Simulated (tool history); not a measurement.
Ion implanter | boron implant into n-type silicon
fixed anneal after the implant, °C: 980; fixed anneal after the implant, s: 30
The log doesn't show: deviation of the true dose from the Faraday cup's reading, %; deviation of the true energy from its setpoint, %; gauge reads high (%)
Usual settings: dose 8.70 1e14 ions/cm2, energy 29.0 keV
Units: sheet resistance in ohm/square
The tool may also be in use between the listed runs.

run,hour,dose,energy,wafers since the last listed run,hours since the last dose calibration,hours since the extraction supply was calibrated,hours since the gauge calibration,"read-back reference wafer on the same gauge, sheet resistance",sheet resistance
1,0.0,8.70,35.5,0,52.8,5705.9,1335.3,143.54,126.48
2,257.4,8.70,35.5,2690,310.2,5963.3,1592.7,143.05,126.57
3,330.4,8.70,29.0,763,383.2,6036.3,1665.7,142.99,127.93
4,409.4,8.70,29.0,825,462.2,6115.3,1744.7,142.90,129.03
5,512.2,7.56,33.5,1074,565.0,6218.1,1847.5,142.81,142.13
6,574.2,7.56,33.5,648,627.0,6280.1,1909.5,142.83,141.78
7,669.9,7.56,33.5,1000,722.7,6375.8,2005.2,142.74,141.96
8,765.2,9.35,29.0,996,818.0,6471.1,2100.5,142.26,120.19
9,819.2,9.35,29.0,564,872.0,6525.1,2154.5,142.28,120.14
10,903.7,9.35,29.0,883,956.5,6609.6,2239.0,142.39,120.43
11,1216.0,8.70,29.0,3264,1268.8,6921.9,2551.3,141.91,127.04
12,1300.3,8.70,29.0,881,1353.1,7006.2,2635.6,141.77,127.07
# hour 1450.3: extraction supply calibrated
13,1481.2,7.59,35.0,1807,1534.0,30.9,2816.5,141.49,139.96
# hour 1513.9: gauge calibrated
14,1568.0,6.63,37.5,907,1620.8,117.7,54.1,145.61,161.43
15,1619.0,11.16,22.5,533,1671.8,168.7,105.1,145.27,108.76
# hour 1770.7: Faraday cup replaced and dose calibrated
16,1873.8,8.70,29.0,2579,103.1,423.5,359.9,144.88,129.38
17,1939.5,8.70,19.5,686,168.8,489.2,425.6,144.80,132.79
18,1981.0,8.70,29.0,433,210.3,530.7,467.1,144.77,129.40
19,2066.3,8.70,20.5,891,295.6,616.0,552.4,144.71,132.04
20,2109.9,8.70,29.0,455,339.2,659.6,596.0,144.85,128.80
21,2146.2,10.24,26.0,379,375.5,695.9,632.3,144.56,113.86
22,2245.3,6.70,37.0,1035,474.6,795.0,731.4,144.35,157.83
23,2281.5,8.70,29.0,378,510.8,831.2,767.6,144.51,128.21
24,2386.7,6.77,39.0,1099,616.0,936.4,872.8,144.32,156.22
25,2478.3,10.06,19.5,957,707.6,1028.0,964.4,144.12,119.12

3 ways to go on from here, each from the tool as it stands after run 25. What would each give?
A,2478.7,7.70,29.0,4,708.0,1028.4,964.8,?,?
B,2478.7,10.17,29.0,4,708.0,1028.4,964.8,?,?
C,2478.7,8.70,32.0,4,708.0,1028.4,964.8,?,?

run,"read-back reference wafer on the same gauge, sheet resistance",sheet resistance
A,143.95,141.35
B,143.95,112.76
C,143.95,127.21
Without the tool's hidden state the same runs would have given:
run,sheet resistance
A,142.19
B,113.44
C,127.97
